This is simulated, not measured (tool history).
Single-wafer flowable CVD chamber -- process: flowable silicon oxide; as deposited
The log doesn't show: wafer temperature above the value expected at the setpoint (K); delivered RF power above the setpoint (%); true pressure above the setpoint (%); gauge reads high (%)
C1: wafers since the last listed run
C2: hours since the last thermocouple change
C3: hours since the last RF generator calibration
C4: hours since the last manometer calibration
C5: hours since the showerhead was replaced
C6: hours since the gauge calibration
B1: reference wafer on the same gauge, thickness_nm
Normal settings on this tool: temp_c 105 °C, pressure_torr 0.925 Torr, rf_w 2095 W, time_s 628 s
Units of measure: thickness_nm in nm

run 1 day=0.000 | temp_c=105 pressure_torr=0.925 rf_w=2095 time_s=628 | C1=0 C2=2219.9 C3=35.0 C4=1794.0 C5=249.3 C6=241.1 | B1=388.610 | thickness_nm=444.451
run 2 day=0.925 | temp_c=105 pressure_torr=0.925 rf_w=2375 time_s=628 | C1=86 C2=2242.1 C3=57.2 C4=1816.2 C5=271.5 C6=263.3 | B1=389.094 | thickness_nm=452.771
run 3 day=2.083 | temp_c=105 pressure_torr=0.925 rf_w=2095 time_s=628 | C1=108 C2=2269.9 C3=85.0 C4=1844.0 C5=299.3 C6=291.1 | B1=388.868 | thickness_nm=449.061
run 4 day=3.129 | temp_c=105 pressure_torr=0.925 rf_w=2095 time_s=628 | C1=97 C2=2295.0 C3=110.1 C4=1869.1 C5=324.4 C6=316.2 | B1=389.039 | thickness_nm=448.840
run 5 day=4.329 | temp_c=105 pressure_torr=0.925 rf_w=2095 time_s=628 | C1=111 C2=2323.8 C3=138.9 C4=1897.9 C5=353.2 C6=345.0 | B1=389.380 | thickness_nm=453.338
run 6 day=4.975 | temp_c=105 pressure_torr=0.843 rf_w=2410 time_s=628 | C1=60 C2=2339.3 C3=154.4 C4=1913.4 C5=368.7 C6=360.5 | B1=389.066 | thickness_nm=421.161
run 7 day=5.529 | temp_c=105 pressure_torr=0.925 rf_w=2340 time_s=567 | C1=51 C2=2352.6 C3=167.7 C4=1926.7 C5=382.0 C6=373.8 | B1=388.929 | thickness_nm=412.061
run 8 day=6.592 | temp_c=90 pressure_torr=0.925 rf_w=2435 time_s=628 | C1=99 C2=2378.1 C3=193.2 C4=1952.2 C5=407.5 C6=399.3 | B1=389.777 | thickness_nm=812.388
run 9 day=7.679 | temp_c=105 pressure_torr=0.925 rf_w=2095 time_s=628 | C1=101 C2=2404.2 C3=219.3 C4=1978.3 C5=433.6 C6=425.4 | B1=389.289 | thickness_nm=452.125
run 10 day=8.333 | temp_c=105 pressure_torr=0.925 rf_w=1855 time_s=628 | C1=61 C2=2419.9 C3=235.0 C4=1994.0 C5=449.3 C6=441.1 | B1=388.028 | thickness_nm=443.105
run 11 day=9.079 | temp_c=113 pressure_torr=0.989 rf_w=2095 time_s=628 | C1=69 C2=2437.8 C3=252.9 C4=2011.9 C5=467.2 C6=459.0 | B1=388.964 | thickness_nm=363.118
run 12 day=10.054 | temp_c=105 pressure_torr=0.925 rf_w=2095 time_s=628 | C1=90 C2=2461.2 C3=276.3 C4=2035.3 C5=490.6 C6=482.4 | B1=388.651 | thickness_nm=455.198
run 13 day=10.612 | temp_c=105 pressure_torr=0.925 rf_w=2455 time_s=628 | C1=52 C2=2474.6 C3=289.7 C4=2048.7 C5=504.0 C6=495.8 | B1=388.108 | thickness_nm=463.459
-- day=11.025 capacitance manometer re-zeroed and calibrated
run 14 day=11.704 | temp_c=90 pressure_torr=0.925 rf_w=2435 time_s=628 | C1=70 C2=2500.8 C3=315.9 C4=16.3 C5=530.2 C6=522.0 | B1=388.995 | thickness_nm=743.545
run 15 day=12.233 | temp_c=105 pressure_torr=0.925 rf_w=2095 time_s=628 | C1=49 C2=2513.5 C3=328.6 C4=29.0 C5=542.9 C6=534.7 | B1=388.243 | thickness_nm=417.531
run 16 day=13.279 | temp_c=105 pressure_torr=0.925 rf_w=1880 time_s=628 | C1=97 C2=2538.6 C3=353.7 C4=54.1 C5=568.0 C6=559.8 | B1=389.146 | thickness_nm=410.448
run 17 day=14.104 | temp_c=120 pressure_torr=0.925 rf_w=2095 time_s=628 | C1=76 C2=2558.4 C3=373.5 C4=73.9 C5=587.8 C6=579.6 | B1=388.258 | thickness_nm=246.714
-- day=14.525 thermocouple changed; heater temperature recalibrated
run 18 day=14.917 | temp_c=118 pressure_torr=0.925 rf_w=1735 time_s=628 | C1=44 C2=9.4 C3=393.0 C4=93.4 C5=607.3 C6=599.1 | B1=388.751 | thickness_nm=254.853
run 19 day=15.912 | temp_c=95 pressure_torr=0.925 rf_w=1835 time_s=628 | C1=92 C2=33.3 C3=416.9 C4=117.3 C5=631.2 C6=623.0 | B1=388.882 | thickness_nm=598.653
run 20 day=16.979 | temp_c=118 pressure_torr=0.925 rf_w=1680 time_s=628 | C1=99 C2=58.9 C3=442.5 C4=142.9 C5=656.8 C6=648.6 | B1=388.761 | thickness_nm=251.681
run 21 day=19.867 | temp_c=91 pressure_torr=1.056 rf_w=1770 time_s=628 | C1=269 C2=128.2 C3=511.8 C4=212.2 C5=726.1 C6=717.9 | B1=388.900 | thickness_nm=791.649
run 22 day=21.175 | temp_c=105 pressure_torr=0.925 rf_w=2095 time_s=628 | C1=122 C2=159.6 C3=543.2 C4=243.6 C5=757.5 C6=749.3 | B1=389.100 | thickness_nm=417.956
run 23 day=22.242 | temp_c=105 pressure_torr=0.925 rf_w=2095 time_s=628 | C1=99 C2=185.2 C3=568.8 C4=269.2 C5=783.1 C6=774.9 | B1=389.765 | thickness_nm=416.009
run 24 day=23.462 | temp_c=105 pressure_torr=0.925 rf_w=2095 time_s=628 | C1=113 C2=214.5 C3=598.1 C4=298.5 C5=812.4 C6=804.2 | B1=388.997 | thickness_nm=418.485
-- day=23.496 gauge calibrated
run 25 day=24.188 | temp_c=105 pressure_torr=1.065 rf_w=2095 time_s=555 | C1=67 C2=231.9 C3=615.5 C4=315.9 C5=829.8 C6=16.6 | B1=389.642 | thickness_nm=425.558
run 26 day=25.050 | temp_c=117 pressure_torr=0.925 rf_w=2095 time_s=628 | C1=80 C2=252.6 C3=636.2 C4=336.6 C5=850.5 C6=37.3 | B1=388.948 | thickness_nm=272.323
run 27 day=25.683 | temp_c=105 pressure_torr=0.925 rf_w=2420 time_s=628 | C1=59 C2=267.8 C3=651.4 C4=351.8 C5=865.7 C6=52.5 | B1=388.765 | thickness_nm=426.376

Below, some changes in thickness_nm between adjacent runs. For each, the amount present without the hidden state too (settings, incoming material, random variation) and the amount remaining for the hidden state with gauge scatter not shared by both compared results:
Run 7 -> 8: temp_c 105 -> 90, rf_w 2340 -> 2435, time_s 567 -> 628. thickness_nm +400.327 nm: hidden state +32.336, all else +367.991.
Run 13 -> 14: temp_c 105 -> 90, rf_w 2455 -> 2435, capacitance manometer re-zeroed and calibrated. thickness_nm +280.086 nm: hidden state -35.167, all else +315.253.
Run 20 -> 21: temp_c 118 -> 91, pressure_torr 0.925 -> 1.056, rf_w 1680 -> 1770. thickness_nm +539.968 nm: hidden state +4.025, all else +535.943.

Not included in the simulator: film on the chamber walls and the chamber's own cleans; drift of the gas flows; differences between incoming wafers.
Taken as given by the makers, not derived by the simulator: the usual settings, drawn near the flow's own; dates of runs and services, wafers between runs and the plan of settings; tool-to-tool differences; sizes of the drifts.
